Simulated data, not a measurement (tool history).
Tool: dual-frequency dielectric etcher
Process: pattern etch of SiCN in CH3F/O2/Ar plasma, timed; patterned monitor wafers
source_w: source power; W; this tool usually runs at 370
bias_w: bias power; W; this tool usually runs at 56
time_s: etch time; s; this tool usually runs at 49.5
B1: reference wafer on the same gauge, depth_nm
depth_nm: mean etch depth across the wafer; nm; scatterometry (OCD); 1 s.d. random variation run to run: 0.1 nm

{"run": 1, "hour": 0.0, "source_w": 370, "bias_w": 56, "time_s": 49.5, "B1": 15.92, "depth_nm": 15.19}
{"run": 2, "hour": 12.5, "source_w": 370, "bias_w": 56, "time_s": 49.5, "B1": 15.9, "depth_nm": 15.32}
{"run": 3, "hour": 19.4, "source_w": 370, "bias_w": 56, "time_s": 49.5, "B1": 15.9, "depth_nm": 15.4}
{"run": 4, "hour": 31.3, "source_w": 370, "bias_w": 63, "time_s": 54.5, "B1": 15.87, "depth_nm": 17.26}
{"run": 5, "hour": 49.0, "source_w": 370, "bias_w": 56, "time_s": 49.5, "B1": 15.94, "depth_nm": 15.38}
{"run": 6, "hour": 58.7, "source_w": 370, "bias_w": 56, "time_s": 49.5, "B1": 15.87, "depth_nm": 15.34}
{"run": 7, "hour": 72.5, "source_w": 350, "bias_w": 48, "time_s": 49.5, "B1": 15.91, "depth_nm": 14.08}
{"run": 8, "hour": 83.5, "source_w": 350, "bias_w": 48, "time_s": 49.5, "B1": 15.88, "depth_nm": 14.05}
{"run": 9, "hour": 93.3, "source_w": 320, "bias_w": 56, "time_s": 49.5, "B1": 15.9, "depth_nm": 14.1}
{"run": 10, "hour": 125.2, "source_w": 320, "bias_w": 56, "time_s": 49.5, "B1": 15.89, "depth_nm": 14}
{"run": 11, "hour": 133.8, "source_w": 370, "bias_w": 56, "time_s": 49.5, "B1": 15.9, "depth_nm": 15.16}
{"run": 12, "hour": 148.2, "source_w": 370, "bias_w": 56, "time_s": 49.5, "B1": 15.89, "depth_nm": 15.38}
{"hour": 161.4, "done": "bias power generator calibrated"}
{"hour": 176.1, "done": "wet clean of the chamber"}
{"hour": 185.1, "done": "upper electrode replaced"}
{"run": 13, "hour": 185.6, "source_w": 370, "bias_w": 56, "time_s": 49.5, "B1": 15.9, "depth_nm": 15.35}
{"run": 14, "hour": 185.9, "source_w": 370, "bias_w": 66, "time_s": 49.5, "B1": 15.89, "depth_nm": 16.09}
{"hour": 195.3, "done": "gauge calibrated"}
{"run": 15, "hour": 219.3, "source_w": 320, "bias_w": 56, "time_s": 49.5, "B1": 15.9, "depth_nm": 14.02}
{"run": 16, "hour": 232.7, "source_w": 410, "bias_w": 56, "time_s": 49.5, "B1": 15.89, "depth_nm": 16.01}
{"hour": 245.2, "done": "source power generator calibrated"}
{"run": 17, "hour": 250.3, "source_w": 320, "bias_w": 69, "time_s": 43.5, "B1": 15.92, "depth_nm": 13.4}
{"run": 18, "hour": 283.4, "source_w": 370, "bias_w": 63, "time_s": 49.5, "B1": 15.91, "depth_nm": 15.98}

Predict the results of run 19:
{"run": 19, "hour": 292.9, "source_w": 440, "bias_w": 64, "time_s": 61.5, "B1": "?", "depth_nm": "?"}

{"run 19": {"B1": 15.93, "depth_nm": 21.89}}
With the hidden condition absent and the run-to-run variation left alone, this run would have shown depth_nm 21.89 nm.
